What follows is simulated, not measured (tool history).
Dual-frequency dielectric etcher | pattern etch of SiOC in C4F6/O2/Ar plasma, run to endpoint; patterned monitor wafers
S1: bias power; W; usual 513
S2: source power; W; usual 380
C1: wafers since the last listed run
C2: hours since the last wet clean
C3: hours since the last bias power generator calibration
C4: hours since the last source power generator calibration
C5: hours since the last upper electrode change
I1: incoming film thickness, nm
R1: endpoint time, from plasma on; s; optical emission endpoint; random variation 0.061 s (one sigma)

run 1 day=0 | S1=513 S2=380 | C1=0 C2=441.3 C3=2075.6 C4=2266.8 C5=2476.5 | I1=36.83 | R1=11
-- day=2.425 wet clean of the chamber
run 2 day=4.417 | S1=513 S2=380 | C1=867 C2=47.8 C3=2181.6 C4=2372.8 C5=2582.5 | I1=36.31 | R1=11.1
run 3 day=8.296 | S1=513 S2=300 | C1=984 C2=140.9 C3=2274.7 C4=2465.9 C5=2675.6 | I1=36.34 | R1=11.7
run 4 day=10.408 | S1=513 S2=300 | C1=536 C2=191.6 C3=2325.4 C4=2516.6 C5=2726.3 | I1=36.67 | R1=11.7
run 5 day=13.762 | S1=513 S2=300 | C1=851 C2=272.1 C3=2405.9 C4=2597.1 C5=2806.8 | I1=36.57 | R1=11.7
run 6 day=15.325 | S1=513 S2=310 | C1=396 C2=309.6 C3=2443.4 C4=2634.6 C5=2844.3 | I1=36.02 | R1=11.4
-- day=19.025 wet clean of the chamber
run 7 day=19.046 | S1=513 S2=310 | C1=690 C2=0.5 C3=2532.7 C4=2723.9 C5=2933.6 | I1=36.43 | R1=11.2
run 8 day=23.288 | S1=614 S2=360 | C1=1076 C2=102.3 C3=2634.5 C4=2825.7 C5=3035.4 | I1=36 | R1=9.6
run 9 day=29.229 | S1=513 S2=440 | C1=1507 C2=244.9 C3=2777.1 C4=2968.3 C5=3178 | I1=36.7 | R1=10.4
run 10 day=31.442 | S1=513 S2=440 | C1=561 C2=298 C3=2830.2 C4=3021.4 C5=3231.1 | I1=36.28 | R1=10.3
-- day=32.675 bias power generator calibrated
run 11 day=35.025 | S1=513 S2=340 | C1=867 C2=384 C3=56.4 C4=3107.4 C5=3317.1 | I1=36.52 | R1=10.9
run 12 day=38.838 | S1=513 S2=340 | C1=967 C2=475.5 C3=147.9 C4=3198.9 C5=3408.6 | I1=36.42 | R1=10.8
-- day=41.546 wet clean of the chamber, repeated, since the last time left the tool worse
run 13 day=45.333 | S1=513 S2=340 | C1=1394 C2=90.9 C3=303.8 C4=3354.8 C5=3564.5 | I1=36.3 | R1=11.4
run 14 day=49.758 | S1=632 S2=420 | C1=1122 C2=197.1 C3=410 C4=3461 C5=3670.7 | I1=36.85 | R1=9.6
-- day=50.225 source power generator calibrated
run 15 day=51.883 | S1=639 S2=440 | C1=496 C2=248.1 C3=461 C4=39.8 C5=3721.7 | I1=36.12 | R1=9.2
run 16 day=53.846 | S1=513 S2=380 | C1=498 C2=295.2 C3=508.1 C4=86.9 C5=3768.8 | I1=36.3 | R1=11
run 17 day=58.275 | S1=513 S2=330 | C1=1123 C2=401.5 C3=614.4 C4=193.2 C5=3875.1 | I1=36.51 | R1=11.3
-- day=60.121 wet clean of the chamber
-- day=63.504 upper electrode replaced
run 18 day=69.246 | S1=401 S2=420 | C1=2276 C2=219 C3=877.7 C4=456.5 C5=137.8 | I1=36.25 | R1=12.7
run 19 day=71.362 | S1=420 S2=460 | C1=537 C2=269.8 C3=928.5 C4=507.3 C5=188.6 | I1=36.38 | R1=12
run 20 day=73.042 | S1=513 S2=380 | C1=426 C2=310.1 C3=968.8 C4=547.6 C5=228.9 | I1=36.51 | R1=11
-- day=77.712 wet clean of the chamber
run 21 day=79.296 | S1=574 S2=280 | C1=1333 C2=38 C3=1118.9 C4=697.7 C5=379 | I1=36.49 | R1=11.2
run 22 day=82.442 | S1=513 S2=380 | C1=798 C2=113.5 C3=1194.4 C4=773.2 C5=454.5 | I1=36.35 | R1=11.1
run 23 day=85.175 | S1=513 S2=460 | C1=693 C2=179.1 C3=1260 C4=838.8 C5=520.1 | I1=36.16 | R1=10.6
run 24 day=88.375 | S1=620 S2=410 | C1=812 C2=255.9 C3=1336.8 C4=915.6 C5=596.9 | I1=36.47 | R1=9.9
run 25 day=91.129 | S1=618 S2=380 | C1=698 C2=322 C3=1402.9 C4=981.7 C5=663 | I1=36.17 | R1=9.9
run 26 day=92.688 | S1=513 S2=380 | C1=395 C2=359.4 C3=1440.3 C4=1019.1 C5=700.4 | I1=36.42 | R1=10.9

3 ways to go on from here, each from the tool as it stands after run 26. What would each give?
run A day=92.704 | S1=513 S2=380 | C1=4 C2=359.8 C3=1440.7 C4=1019.5 C5=700.8 | I1=36.3 | R1=?
run B day=92.704 | S1=407 S2=410 | C1=4 C2=359.8 C3=1440.7 C4=1019.5 C5=700.8 | I1=36.3 | R1=?
run C day=92.704 | S1=579 S2=380 | C1=4 C2=359.8 C3=1440.7 C4=1019.5 C5=700.8 | I1=36.3 | R1=?

run=A R1=11
run=B R1=12.5
run=C R1=10.2
Without the tool's hidden state the same runs would have given:
run=A R1=11.2
run=B R1=12.7
run=C R1=10.4
